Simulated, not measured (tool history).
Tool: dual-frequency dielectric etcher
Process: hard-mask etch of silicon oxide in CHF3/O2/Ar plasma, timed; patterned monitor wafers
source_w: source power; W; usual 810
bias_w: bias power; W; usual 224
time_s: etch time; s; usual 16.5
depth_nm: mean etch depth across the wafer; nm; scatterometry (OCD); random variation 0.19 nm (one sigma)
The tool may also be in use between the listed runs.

run,hour,source_w,bias_w,time_s,wafers since the last listed run,hours since the last wet clean,hours since the last source power generator calibration,hours since the last bias power generator calibration,hours since the last upper electrode change,hours since the gauge calibration,"read-back reference wafer on the same gauge, depth_nm",depth_nm
1,0,810,224,19.5,0,275.2,2974.4,2669.1,4829.1,2252.4,45.66,50.98
2,33.4,690,224,14.5,498,308.6,3007.8,2702.5,4862.5,2285.8,45.67,34.81
3,102.4,810,224,16.5,1030,377.6,3076.8,2771.5,4931.5,2354.8,45.72,43.53
4,156.5,810,224,16.5,807,431.7,3130.9,2825.6,4985.6,2408.9,45.6,43.79
# hour 194.2: wet clean of the chamber
5,226.1,810,224,16.5,680,31.9,3200.5,2895.2,5055.2,2478.5,45.73,43.01
6,283.4,810,224,16.5,855,89.2,3257.8,2952.5,5112.5,2535.8,45.78,42.66
7,317.7,810,224,16.5,512,123.5,3292.1,2986.8,5146.8,2570.1,45.69,42.83
8,447,810,180,16.5,1930,252.8,3421.4,3116.1,5276.1,2699.4,45.75,40.14
# hour 453.6: gauge calibrated
9,517.4,810,224,16.5,1051,323.2,3491.8,3186.5,5346.5,63.8,45.75,43.79
10,565.8,810,224,14.5,722,371.6,3540.2,3234.9,5394.9,112.2,45.68,38.85
11,596,730,246,14,450,401.8,3570.4,3265.1,5425.1,142.4,45.75,36.71
12,651,650,224,16.5,821,456.8,3625.4,3320.1,5480.1,197.4,45.69,39.06
# hour 689.7: wet clean of the chamber
13,690.2,810,224,16.5,226,0.5,3664.6,3359.3,5519.3,236.6,45.62,42.26
14,710,910,182,18,295,20.3,3684.4,3379.1,5539.1,256.4,45.78,45.39
# hour 780.9: upper electrode replaced
15,781.4,810,224,14.5,707,91.7,3755.8,3450.5,0.5,327.8,45.7,37.63
16,819,810,224,16.5,561,129.3,3793.4,3488.1,38.1,365.4,45.71,42.56
# hour 858.3: bias power generator calibrated
17,881.9,890,199,12,879,192.2,3856.3,23.6,101,428.3,45.71,31.52
18,947.8,810,191,18,983,258.1,3922.2,89.5,166.9,494.2,45.67,44.36
19,1016.6,810,224,16.5,1027,326.9,3991,158.3,235.7,563,45.7,43.7
20,1064.4,720,224,18.5,713,374.7,4038.8,206.1,283.5,610.8,45.69,46.13
21,1096.2,810,224,16.5,474,406.5,4070.6,237.9,315.3,642.6,45.7,43.98
# hour 1143.1: source power generator calibrated
# hour 1148.4: wet clean of the chamber
22,1164.1,810,271,16.5,875,15.7,21,305.8,383.2,710.5,45.71,45.87
23,1208.6,810,224,16.5,664,60.2,65.5,350.3,427.7,755,45.66,42.57
24,1242.8,810,224,16.5,510,94.4,99.7,384.5,461.9,789.2,45.7,42.97
25,1294.3,810,224,16.5,768,145.9,151.2,436,513.4,840.7,45.69,43.01
26,1342.2,670,242,12,715,193.8,199.1,483.9,561.3,888.6,45.77,29.14
27,1409.6,890,224,13.5,1006,261.2,266.5,551.3,628.7,956,45.66,37.61
28,1441.6,730,205,11.5,477,293.2,298.5,583.3,660.7,988,45.66,27.81
29,1511.7,900,179,21,1046,363.3,368.6,653.4,730.8,1058.1,45.71,54.75
30,1539.6,690,224,20.5,416,391.2,396.5,681.3,758.7,1086,45.7,50.47
31,1577.2,810,224,19.5,561,428.8,434.1,718.9,796.3,1123.6,45.64,52.36

Forecast each of these 3 alternatives for the next run:
A,1577.6,810,224,16.5,5,429.2,434.5,719.3,796.7,1124,?,?
B,1577.6,740,224,16.5,5,429.2,434.5,719.3,796.7,1124,?,?
C,1577.6,670,182,20,5,429.2,434.5,719.3,796.7,1124,?,?

run,"read-back reference wafer on the same gauge, depth_nm",depth_nm
A,45.73,44.12
B,45.73,41.99
C,45.73,44.38
Without the tool's hidden state the same runs would have given:
run,depth_nm
A,42.05
B,40.01
C,42.29
